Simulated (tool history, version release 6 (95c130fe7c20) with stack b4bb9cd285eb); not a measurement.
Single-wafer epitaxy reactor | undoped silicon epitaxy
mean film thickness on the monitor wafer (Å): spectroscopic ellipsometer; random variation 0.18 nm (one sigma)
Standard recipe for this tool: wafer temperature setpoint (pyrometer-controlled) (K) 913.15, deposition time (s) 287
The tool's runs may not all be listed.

run,hour,wafer temperature setpoint (pyrometer-controlled) (K),deposition time (s),wafers since the last listed run,hours since the last pyrometer calibration,hours since the gauge calibration,"read-back reference wafer on the same gauge, thickness_nm",mean film thickness on the monitor wafer (Å)
1,0.0,925.15,287,0,904.0,1496.9,37.400,456.06
2,47.7,913.15,299,237,951.7,1544.6,37.369,375.94
3,92.2,913.15,299,221,996.2,1589.1,37.422,377.10
4,179.8,913.15,252,436,1083.8,1676.7,37.382,320.67
5,228.6,913.15,252,243,1132.6,1725.5,37.422,318.63
6,320.3,913.15,252,456,1224.3,1817.2,37.344,320.41
7,359.1,907.15,287,193,1263.1,1856.0,37.413,321.45
8,449.8,907.15,287,451,1353.8,1946.7,37.446,326.24
9,536.4,907.15,287,431,1440.4,2033.3,37.412,325.95
10,588.7,913.15,262,260,1492.7,2085.6,37.408,332.87
11,674.2,913.15,262,425,1578.2,2171.1,37.411,333.52
12,967.6,913.15,262,1461,1871.6,2464.5,37.391,337.37
# hour 1012.9: pyrometer calibrated
13,1057.0,904.15,287,405,44.1,2553.9,37.426,295.99
14,1124.3,908.15,287,335,111.4,2621.2,37.365,318.67
15,1211.1,913.15,287,432,198.2,2708.0,37.383,351.82
# hour 1251.8: gauge calibrated
16,1301.2,913.15,287,448,288.3,49.4,37.434,352.93
17,1401.4,913.15,287,499,388.5,149.6,37.416,355.22
18,1494.9,913.15,287,465,482.0,243.1,37.351,354.67
19,1575.6,913.15,287,401,562.7,323.8,37.418,355.79
20,1626.7,913.15,287,254,613.8,374.9,37.395,354.66
21,1680.8,913.15,287,269,667.9,429.0,37.444,355.76
22,1780.9,917.15,326,498,768.0,529.1,37.396,442.49
23,1878.9,905.15,309,488,866.0,627.1,37.441,331.11
24,1918.2,913.15,299,195,905.3,666.4,37.392,373.00
25,1988.3,913.15,287,349,975.4,736.5,37.424,357.91
26,2083.8,927.15,265,475,1070.9,832.0,37.431,434.61
27,2133.2,921.15,287,246,1120.3,881.4,37.319,420.33
28,2236.9,909.15,322,516,1224.0,985.1,37.391,375.89
29,2275.7,924.15,251,193,1262.8,1023.9,37.392,391.36
30,2374.7,919.15,287,493,1361.8,1122.9,37.377,407.11
31,2421.3,926.15,251,232,1408.4,1169.5,37.453,405.87
32,2462.2,913.15,287,203,1449.3,1210.4,37.394,361.21
33,2541.8,902.15,337,396,1528.9,1290.0,37.438,339.74
34,2620.7,919.15,231,392,1607.8,1368.9,37.388,330.12
35,2694.4,913.15,287,367,1681.5,1442.6,37.317,366.89
36,2774.1,920.15,320,396,1761.2,1522.3,37.360,466.66
37,2817.0,909.15,322,213,1804.1,1565.2,37.393,379.08
38,2917.3,904.15,320,499,1904.4,1665.5,37.398,345.24
# hour 2969.7: pyrometer calibrated
39,2981.6,925.15,231,280,11.9,1729.8,37.406,357.37
40,3045.3,913.15,252,317,75.6,1793.5,37.398,310.56
41,3101.6,913.15,259,280,131.9,1849.8,37.426,319.75
42,3144.5,913.15,287,213,174.8,1892.7,37.446,351.32

Consider 4 possible next runs. They are alternatives, not a sequence: every one starts from the tool as it was left by run 42. What does each give?
A,3145.0,913.15,303,2,175.3,1893.2,?,?
B,3145.0,898.15,307,2,175.3,1893.2,?,?
C,3145.0,920.15,233,2,175.3,1893.2,?,?
D,3145.0,908.15,327,2,175.3,1893.2,?,?

run,"read-back reference wafer on the same gauge, thickness_nm",mean film thickness on the monitor wafer (Å)
A,37.331,374.79
B,37.331,281.83
C,37.331,330.26
D,37.331,366.56
Stripped of hidden state, with their random variation kept, the same runs would have yielded:
run,mean film thickness on the monitor wafer (Å)
A,373.91
B,281.15
C,329.50
D,365.69

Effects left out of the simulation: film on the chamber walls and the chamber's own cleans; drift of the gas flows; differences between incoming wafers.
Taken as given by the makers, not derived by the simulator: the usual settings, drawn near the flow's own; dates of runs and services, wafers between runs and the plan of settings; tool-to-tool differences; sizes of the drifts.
